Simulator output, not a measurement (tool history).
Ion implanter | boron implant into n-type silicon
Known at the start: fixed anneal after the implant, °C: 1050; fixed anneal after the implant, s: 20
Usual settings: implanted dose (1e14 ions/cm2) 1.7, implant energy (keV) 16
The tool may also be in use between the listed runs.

| run | day | implanted dose (1e14 ions/cm2) | implant energy (keV) | wafers since the last listed run | hours since the last dose calibration | hours since the extraction supply was calibrated | hours since the gauge calibration | read-back reference wafer on the same gauge, sheet resistance | sheet resistance of the implanted and annealed layer (ohm/square) |
|---|---|---|---|---|---|---|---|---|---|
| 1 | 0 | 1.96 | 20.5 | 0 | 543.2 | 1624.7 | 284 | 532.96 | 463.63 |
| 2 | 1.321 | 1.96 | 20.5 | 465 | 574.9 | 1656.4 | 315.7 | 532.78 | 465.34 |
| 3 | 2.033 | 1.96 | 20.5 | 251 | 592 | 1673.5 | 332.8 | 533.31 | 466.95 |
| 4 | 2.742 | 1.7 | 16 | 249 | 609 | 1690.5 | 349.8 | 532.72 | 540.61 |
| 5 | 5.388 | 1.7 | 16 | 933 | 672.5 | 1754 | 413.3 | 533.35 | 538.78 |
| 6 | 6.417 | 1.7 | 16 | 363 | 697.2 | 1778.7 | 438 | 532.68 | 534.19 |
| 7 | 7.779 | 1.7 | 16 | 480 | 729.9 | 1811.4 | 470.7 | 533.01 | 538.54 |
|  | 8.85 | gauge calibrated |
| 8 | 9.15 | 1.7 | 16 | 483 | 762.8 | 1844.3 | 7.2 | 533.09 | 538.75 |
| 9 | 10.446 | 1.7 | 16 | 457 | 793.9 | 1875.4 | 38.3 | 532.79 | 538.67 |
| 10 | 11.521 | 1.49 | 16 | 379 | 819.7 | 1901.2 | 64.1 | 533.01 | 593.43 |
| 11 | 12.554 | 1.49 | 16 | 364 | 844.5 | 1926 | 88.9 | 533.04 | 594.49 |
| 12 | 13.088 | 1.49 | 16 | 188 | 857.3 | 1938.8 | 101.7 | 532.78 | 595.41 |
| 13 | 13.688 | 1.7 | 16 | 211 | 871.7 | 1953.2 | 116.1 | 533.24 | 530.06 |
| 14 | 14.908 | 1.7 | 16 | 430 | 901 | 1982.5 | 145.4 | 532.84 | 531.53 |
| 15 | 16.088 | 1.7 | 17.5 | 415 | 929.3 | 2010.8 | 173.7 | 532.8 | 529.64 |
| 16 | 17.346 | 1.7 | 16 | 443 | 959.5 | 2041 | 203.9 | 533.22 | 529.04 |
|  | 19.025 | extraction supply calibrated |
| 17 | 20.621 | 1.7 | 16 | 1037 | 1038.1 | 38.3 | 282.5 | 532.98 | 527.18 |
|  | 21.354 | Faraday cup replaced and dose calibrated |
| 18 | 21.9 | 1.7 | 16 | 333 | 13.1 | 69 | 313.2 | 533.02 | 552.25 |
| 19 | 22.533 | 1.42 | 14 | 223 | 28.3 | 84.2 | 328.4 | 533.09 | 647.28 |
| 20 | 23.171 | 2.02 | 11.5 | 224 | 43.6 | 99.5 | 343.7 | 533.11 | 498.73 |
| 21 | 23.912 | 1.7 | 16 | 261 | 61.4 | 117.3 | 361.5 | 533.09 | 556.59 |
| 22 | 24.675 | 1.45 | 14 | 268 | 79.7 | 135.6 | 379.8 | 533.12 | 636.33 |
| 23 | 25.829 | 1.7 | 16 | 407 | 107.4 | 163.3 | 407.5 | 533.33 | 547.81 |
| 24 | 26.675 | 2.07 | 21 | 298 | 127.7 | 183.6 | 427.8 | 532.98 | 454.3 |
| 25 | 27.667 | 2.15 | 19.5 | 349 | 151.5 | 207.4 | 451.6 | 532.88 | 445.71 |
| 26 | 29.108 | 1.34 | 18.5 | 508 | 186.1 | 242 | 486.2 | 532.95 | 656.43 |
|  | 29.583 | gauge calibrated |
| 27 | 31.433 | 1.7 | 16 | 820 | 241.9 | 297.8 | 44.4 | 532.91 | 551.71 |
| 28 | 32.775 | 1.54 | 11.5 | 473 | 274.1 | 330 | 76.6 | 533.14 | 623.83 |
| 29 | 33.738 | 1.7 | 17.5 | 339 | 297.2 | 353.1 | 99.7 | 532.71 | 541.56 |
| 30 | 35.229 | 1.29 | 14.5 | 526 | 333 | 388.9 | 135.5 | 533.07 | 699.44 |
| 31 | 36.583 | 1.7 | 16 | 477 | 365.5 | 421.4 | 168 | 533.24 | 552.17 |
| 32 | 38.083 | 1.7 | 16 | 529 | 401.5 | 457.4 | 204 | 533.22 | 551.36 |
| 33 | 39.567 | 1.91 | 12.5 | 523 | 437.1 | 493 | 239.6 | 532.88 | 512.3 |
| 34 | 40.325 | 2.09 | 18 | 267 | 455.3 | 511.2 | 257.8 | 533.15 | 456.41 |
| 35 | 41.596 | 1.7 | 16 | 448 | 485.8 | 541.7 | 288.3 | 533.15 | 547.51 |
| 36 | 42.433 | 1.7 | 13.5 | 295 | 505.9 | 561.8 | 308.4 | 532.69 | 559.13 |
| 37 | 43.738 | 1.95 | 16 | 460 | 537.2 | 593.1 | 339.7 | 533.03 | 491.66 |
| 38 | 44.388 | 2.09 | 11 | 229 | 552.8 | 608.7 | 355.3 | 533.41 | 482.33 |

Hidden state at the last listed run before each entry between runs and at the first one after, where it differs:
Between runs 7 and 8: gauge calibrated (day 8.85)
  deviation of the true dose from the Faraday cup's reading, %: 2.46 -> 2.65
  measured less the result without the state, sheet resistance of the implanted and annealed layer (ohm/square): -10.9 -> -11.75
Between runs 16 and 17: extraction supply calibrated (day 19.025)
  deviation of the true dose from the Faraday cup's reading, %: 3.97 -> 4.59
  measured less the result without the state, sheet resistance of the implanted and annealed layer (ohm/square): -17.29 -> -19.87
Between runs 17 and 18: Faraday cup replaced and dose calibrated (day 21.354)
  deviation of the true dose from the Faraday cup's reading, %: 4.59 -> -1.2
  measured less the result without the state, sheet resistance of the implanted and annealed layer (ohm/square): -19.87 -> +5.45
Between runs 26 and 27: gauge calibrated (day 29.583)
  deviation of the true dose from the Faraday cup's reading, %: -1.06 -> -0.97
  measured less the result without the state, sheet resistance of the implanted and annealed layer (ohm/square): +5.54 -> +4.41

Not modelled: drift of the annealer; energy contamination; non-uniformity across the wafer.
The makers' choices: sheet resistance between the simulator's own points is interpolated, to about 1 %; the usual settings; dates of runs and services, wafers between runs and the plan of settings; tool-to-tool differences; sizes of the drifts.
